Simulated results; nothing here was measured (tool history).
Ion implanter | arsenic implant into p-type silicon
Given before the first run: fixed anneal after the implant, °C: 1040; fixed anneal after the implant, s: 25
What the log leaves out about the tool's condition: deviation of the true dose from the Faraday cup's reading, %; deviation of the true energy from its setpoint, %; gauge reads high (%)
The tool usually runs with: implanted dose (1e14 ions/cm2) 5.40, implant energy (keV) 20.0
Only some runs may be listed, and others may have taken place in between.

| run | hour | implanted dose (1e14 ions/cm2) | implant energy (keV) | wafers since the last listed run | hours since the last dose calibration | hours since the extraction supply was calibrated | hours since the gauge calibration | read-back reference wafer on the same gauge, sheet resistance | sheet resistance of the implanted and annealed layer (ohm/square) |
|---|---|---|---|---|---|---|---|---|---|
| 1 | 0.0 | 4.20 | 18.0 | 0 | 669.8 | 5170.6 | 107.3 | 205.96 | 270.33 |
| 2 | 10.2 | 5.40 | 20.0 | 135 | 680.0 | 5180.8 | 117.5 | 205.89 | 220.47 |
|  | 28.8 | gauge calibrated |
| 3 | 44.8 | 5.40 | 20.0 | 461 | 714.6 | 5215.4 | 16.0 | 206.02 | 220.79 |
| 4 | 53.4 | 5.40 | 20.0 | 114 | 723.2 | 5224.0 | 24.6 | 206.05 | 220.57 |
| 5 | 62.3 | 5.40 | 17.0 | 118 | 732.1 | 5232.9 | 33.5 | 206.06 | 224.58 |
| 6 | 78.9 | 4.68 | 20.0 | 221 | 748.7 | 5249.5 | 50.1 | 206.00 | 246.89 |
| 7 | 94.8 | 4.68 | 20.0 | 211 | 764.6 | 5265.4 | 66.0 | 205.99 | 246.39 |
| 8 | 111.6 | 4.68 | 20.0 | 223 | 781.4 | 5282.2 | 82.8 | 205.91 | 246.67 |
| 9 | 121.3 | 5.40 | 20.0 | 129 | 791.1 | 5291.9 | 92.5 | 206.01 | 220.57 |
| 10 | 130.9 | 5.40 | 20.0 | 127 | 800.7 | 5301.5 | 102.1 | 205.92 | 221.19 |

Run 11, settings as shown, results not yet in. Your forecast:
|  | 153.4 | extraction supply calibrated |
| 11 | 153.9 | 4.99 | 23.5 | 199 | 823.7 | 0.5 | 125.1 | ? | ? |

{"run 11": {"read-back reference wafer on the same gauge, sheet resistance": 206.06, "sheet resistance of the implanted and annealed layer (ohm/square)": 230.2}}
The same run, on a tool lacking any hidden state, would have yielded sheet resistance of the implanted and annealed layer (ohm/square) 223.39.
